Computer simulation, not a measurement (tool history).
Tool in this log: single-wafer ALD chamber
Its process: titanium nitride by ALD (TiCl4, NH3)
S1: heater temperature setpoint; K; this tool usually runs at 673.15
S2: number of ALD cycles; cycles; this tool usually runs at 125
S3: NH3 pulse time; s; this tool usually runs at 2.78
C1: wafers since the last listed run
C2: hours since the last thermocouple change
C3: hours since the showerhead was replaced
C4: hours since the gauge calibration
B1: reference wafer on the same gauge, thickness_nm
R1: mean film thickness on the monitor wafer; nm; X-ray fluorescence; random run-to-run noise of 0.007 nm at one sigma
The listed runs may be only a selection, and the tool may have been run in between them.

| run | day | S1 | S2 | S3 | C1 | C2 | C3 | C4 | B1 | R1 |
|---|---|---|---|---|---|---|---|---|---|---|
| 1 | 0.000 | 673.15 | 125 | 2.78 | 0 | 1495.2 | 5954.5 | 44.0 | 2.689 | 2.820 |
| 2 | 0.267 | 673.15 | 125 | 2.78 | 14 | 1501.6 | 5960.9 | 50.4 | 2.691 | 2.807 |
| 3 | 0.712 | 673.15 | 125 | 2.78 | 24 | 1512.3 | 5971.6 | 61.1 | 2.690 | 2.812 |
| 4 | 1.329 | 673.15 | 125 | 2.78 | 33 | 1527.1 | 5986.4 | 75.9 | 2.688 | 2.822 |
| 5 | 2.500 | 673.15 | 134 | 3.48 | 64 | 1555.2 | 6014.5 | 104.0 | 2.690 | 3.034 |
| 6 | 3.038 | 673.15 | 125 | 2.41 | 29 | 1568.1 | 6027.4 | 116.9 | 2.691 | 2.801 |
| 7 | 3.696 | 673.15 | 125 | 2.41 | 36 | 1583.9 | 6043.2 | 132.7 | 2.689 | 2.803 |
| 8 | 4.396 | 673.15 | 125 | 2.41 | 38 | 1600.7 | 6060.0 | 149.5 | 2.690 | 2.814 |
| 9 | 5.042 | 673.15 | 125 | 2.78 | 35 | 1616.2 | 6075.5 | 165.0 | 2.690 | 2.813 |
| 10 | 5.483 | 673.15 | 125 | 2.78 | 24 | 1626.8 | 6086.1 | 175.6 | 2.691 | 2.814 |
| 11 | 5.908 | 673.15 | 116 | 2.78 | 23 | 1637.0 | 6096.3 | 185.8 | 2.690 | 2.611 |
|  | 6.567 | thermocouple changed; heater temperature recalibrated |
|  | 6.892 | showerhead replaced |
| 12 | 6.912 | 673.15 | 116 | 2.78 | 19 | 8.3 | 0.5 | 209.9 | 2.690 | 2.621 |
| 13 | 6.938 | 673.15 | 111 | 2.78 | 1 | 8.9 | 1.1 | 210.5 | 2.691 | 2.510 |
| 14 | 7.592 | 673.15 | 125 | 2.78 | 35 | 24.6 | 16.8 | 226.2 | 2.691 | 2.822 |
|  | 7.646 | gauge calibrated |
| 15 | 8.262 | 678.15 | 108 | 3.67 | 36 | 40.7 | 32.9 | 14.8 | 2.690 | 2.458 |
| 16 | 8.821 | 673.15 | 105 | 1.99 | 30 | 54.1 | 46.3 | 28.2 | 2.689 | 2.349 |
| 17 | 9.196 | 680.15 | 105 | 3.79 | 20 | 63.1 | 55.3 | 37.2 | 2.691 | 2.382 |
| 18 | 9.904 | 669.15 | 125 | 2.78 | 38 | 80.1 | 72.3 | 54.2 | 2.692 | 2.808 |
| 19 | 10.488 | 673.15 | 125 | 3.36 | 32 | 94.1 | 86.3 | 68.2 | 2.693 | 2.829 |
| 20 | 11.233 | 679.15 | 148 | 2.00 | 41 | 112.0 | 104.2 | 86.1 | 2.691 | 3.293 |
| 21 | 11.800 | 673.15 | 125 | 2.78 | 31 | 125.6 | 117.8 | 99.7 | 2.690 | 2.808 |
| 22 | 12.271 | 667.15 | 118 | 1.94 | 25 | 136.9 | 129.1 | 111.0 | 2.689 | 2.610 |
| 23 | 12.908 | 673.15 | 125 | 3.36 | 35 | 152.2 | 144.4 | 126.3 | 2.689 | 2.833 |
| 24 | 13.462 | 680.15 | 142 | 1.79 | 30 | 165.5 | 157.7 | 139.6 | 2.691 | 3.151 |
| 25 | 13.888 | 673.15 | 125 | 2.78 | 23 | 175.7 | 167.9 | 149.8 | 2.691 | 2.798 |
| 26 | 14.346 | 673.15 | 125 | 2.78 | 25 | 186.7 | 178.9 | 160.8 | 2.690 | 2.812 |

Each row is a separate what-if for the run after 26, all from the same tool condition, not one after another. Results?
| A | 14.375 | 673.15 | 132 | 2.78 | 1 | 187.4 | 179.6 | 161.5 | ? | ? |
| B | 14.375 | 673.15 | 125 | 2.25 | 1 | 187.4 | 179.6 | 161.5 | ? | ? |
| C | 14.375 | 673.15 | 103 | 1.84 | 1 | 187.4 | 179.6 | 161.5 | ? | ? |
| D | 14.375 | 678.15 | 119 | 2.02 | 1 | 187.4 | 179.6 | 161.5 | ? | ? |
| E | 14.375 | 673.15 | 144 | 3.27 | 1 | 187.4 | 179.6 | 161.5 | ? | ? |

| run | B1 | R1 |
|---|---|---|
| A | 2.690 | 2.965 |
| B | 2.690 | 2.786 |
| C | 2.690 | 2.277 |
| D | 2.690 | 2.646 |
| E | 2.690 | 3.251 |
Had the tool no hidden state, the same runs would have come out as:
| run | R1 |
|---|---|
| A | 2.965 |
| B | 2.786 |
| C | 2.277 |
| D | 2.646 |
| E | 3.251 |

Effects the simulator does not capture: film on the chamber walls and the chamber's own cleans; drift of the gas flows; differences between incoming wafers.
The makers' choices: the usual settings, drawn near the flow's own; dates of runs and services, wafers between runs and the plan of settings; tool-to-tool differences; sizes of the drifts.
